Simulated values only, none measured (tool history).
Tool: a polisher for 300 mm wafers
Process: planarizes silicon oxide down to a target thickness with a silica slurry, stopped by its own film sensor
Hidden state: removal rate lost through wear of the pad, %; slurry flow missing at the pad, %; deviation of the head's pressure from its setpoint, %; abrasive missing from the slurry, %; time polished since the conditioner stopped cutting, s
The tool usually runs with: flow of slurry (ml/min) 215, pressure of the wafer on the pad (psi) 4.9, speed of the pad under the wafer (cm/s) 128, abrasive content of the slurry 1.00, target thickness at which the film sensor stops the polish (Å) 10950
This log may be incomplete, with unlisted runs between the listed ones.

run     day  flow of slurry (ml/min)  pressure of the wafer on the pad (psi)  speed of the pad under the wafer (cm/s)  abrasive content of the slurry  target thickness at which the film sensor stops the polish (Å)  wafers since the last listed run  wafers polished on this pad  hours since the slurry nozzle was cleaned  hours since the head pressure was calibrated  hours since the slurry blender was calibrated  hours since the conditioning disc was replaced  incoming thickness of the incoming film, nm  time until the film sensor stopped the polish (s)
  1   0.000                      215                                     4.9                                      128                            1.00                                                           10950                                 0                         2275                                      351.8                                         165.5                                          494.9                                           160.2                                       1336.0                                               51.1
      0.467  -- slurry blender recalibrated
  2   1.412                      215                                     4.9                                      128                            1.00                                                           10950                               193                         2468                                      385.7                                         199.4                                           22.7                                           194.1                                       1338.4                                               51.9
      1.654  -- worn pad replaced by a new one
  3   3.004                      215                                     4.9                                      128                            1.00                                                           10950                               207                          196                                      423.9                                         237.6                                           60.9                                           232.3                                       1372.7                                               54.4
      3.458  -- slurry nozzle cleaned
  4   4.288                      215                                     4.9                                      128                            1.00                                                           10950                               180                          376                                       19.9                                         268.4                                           91.7                                           263.1                                       1323.3                                               44.4
  5   5.929                      180                                     4.9                                      128                            1.00                                                           11190                               238                          615                                       59.3                                         307.8                                          131.1                                           302.5                                       1361.6                                               47.9
  6   7.679                      215                                     4.9                                      128                            1.00                                                           10950                               254                          870                                      101.3                                         349.8                                          173.1                                           344.5                                       1359.0                                               51.7
  7   8.975                      215                                     4.9                                      100                            1.00                                                           10070                               188                         1059                                      132.4                                         380.9                                          204.2                                           375.6                                       1348.2                                               81.2
     12.042  -- conditioning disc replaced and pad reconditioned
  8  12.158                      275                                     3.4                                      142                            1.00                                                           11250                               451                         1510                                      208.8                                         457.3                                          280.6                                             2.8                                       1332.5                                               54.3
  9  14.971                      215                                     4.9                                      152                            1.00                                                           10950                               409                         1919                                      276.3                                         524.8                                          348.1                                            70.3                                       1345.8                                               44.6
     17.442  -- worn pad replaced by a new one
 10  17.950                      215                                     4.9                                      128                            1.00                                                           10950                               409                           74                                      347.8                                         596.3                                          419.6                                           141.8                                       1358.5                                               52.4
     18.767  -- slurry nozzle cleaned
 11  20.338                      215                                     4.9                                      128                            1.00                                                           10950                               341                          415                                       37.7                                         653.6                                          476.9                                           199.1                                       1353.9                                               50.8
     20.533  -- slurry blender recalibrated
 12  21.858                      215                                     4.9                                      128                            1.30                                                           10260                               209                          624                                       74.2                                         690.1                                           31.8                                           235.6                                       1329.0                                               55.2
 13  24.333                      215                                     4.9                                      128                            1.00                                                           10950                               360                          984                                      133.6                                         749.5                                           91.2                                           295.0                                       1353.3                                               51.3
 14  26.600                      215                                     4.9                                      128                            1.20                                                           10950                               329                         1314                                      188.0                                         803.9                                          145.6                                           349.4                                       1360.0                                               49.3
     27.817  -- head pressure recalibrated
 15  27.992                      215                                     3.2                                      128                            1.15                                                           10690                               190                         1505                                      221.4                                           4.2                                          179.0                                           382.8                                       1338.2                                               80.3
 16  29.800                      215                                     4.9                                       98                            1.25                                                           10950                               263                         1768                                      264.8                                          47.6                                          222.4                                           426.2                                       1336.5                                               57.3
     31.771  -- conditioning disc replaced and pad reconditioned
 17  31.792                      215                                     3.5                                      156                            0.75                                                           11580                               277                         2046                                      312.6                                          95.4                                          270.2                                             0.5                                       1368.2                                               57.1
 18  33.567                      250                                     4.9                                      128                            1.00                                                           10950                               258                         2304                                      355.2                                         138.0                                          312.8                                            43.1                                       1352.0                                               54.3
     33.950  -- slurry nozzle cleaned
     34.817  -- worn pad replaced by a new one
 19  35.312                      215                                     4.9                                      128                            1.00                                                           10950                               223                           71                                       32.7                                         179.9                                          354.7                                            85.0                                       1351.5                                               50.4
 20  37.938                      215                                     4.9                                      116                            1.15                                                           10950                               382                          453                                       95.7                                         242.9                                          417.7                                           148.0                                       1353.1                                               52.6
 21  39.729                      215                                     4.0                                      128                            1.00                                                           10950                               260                          714                                      138.7                                         285.9                                          460.7                                           191.0                                       1352.0                                               62.1
     40.929  -- slurry blender recalibrated
 22  42.117                      155                                     6.3                                       98                            1.15                                                           10950                               335                         1050                                      196.0                                         343.2                                           28.5                                           248.3                                       1336.1                                               45.9
 23  44.879                      215                                     4.9                                      128                            1.00                                                           10950                               402                         1452                                      262.3                                         409.5                                           94.8                                           314.6                                       1324.4                                               46.7
 24  47.608                      215                                     4.9                                      128                            1.00                                                           10950                               397                         1849                                      327.8                                         475.0                                          160.3                                           380.1                                       1349.1                                               52.0
 25  49.771                      180                                     4.9                                      156                            1.00                                                           10350                               314                         2163                                      379.7                                         526.9                                          212.2                                           432.0                                       1345.4                                               58.1

What if the next run were any one of these 4? Each begins from the tool's condition after run 25:
  A  49.788                      215                                     4.9                                      128                            1.00                                                           10950                                 2                         2166                                      380.1                                         527.3                                          212.6                                           432.4                                       1355.0                                                  ?
  B  49.788                      260                                     4.9                                      128                            1.00                                                           11400                                 2                         2166                                      380.1                                         527.3                                          212.6                                           432.4                                       1355.0                                                  ?
  C  49.788                      215                                     3.8                                      102                            0.80                                                           10700                                 2                         2166                                      380.1                                         527.3                                          212.6                                           432.4                                       1355.0                                                  ?
  D  49.788                      250                                     5.7                                      148                            1.00                                                           10660                                 2                         2166                                      380.1                                         527.3                                          212.6                                           432.4                                       1355.0                                                  ?

run  time until the film sensor stopped the polish (s)
  A                                               55.4
  B                                               45.0
  C                                              101.5
  D                                               46.5
Without the tool's unlogged condition, the same runs would have read:
run  time until the film sensor stopped the polish (s)
  A                                               50.9
  B                                               41.3
  C                                               93.2
  D                                               42.7
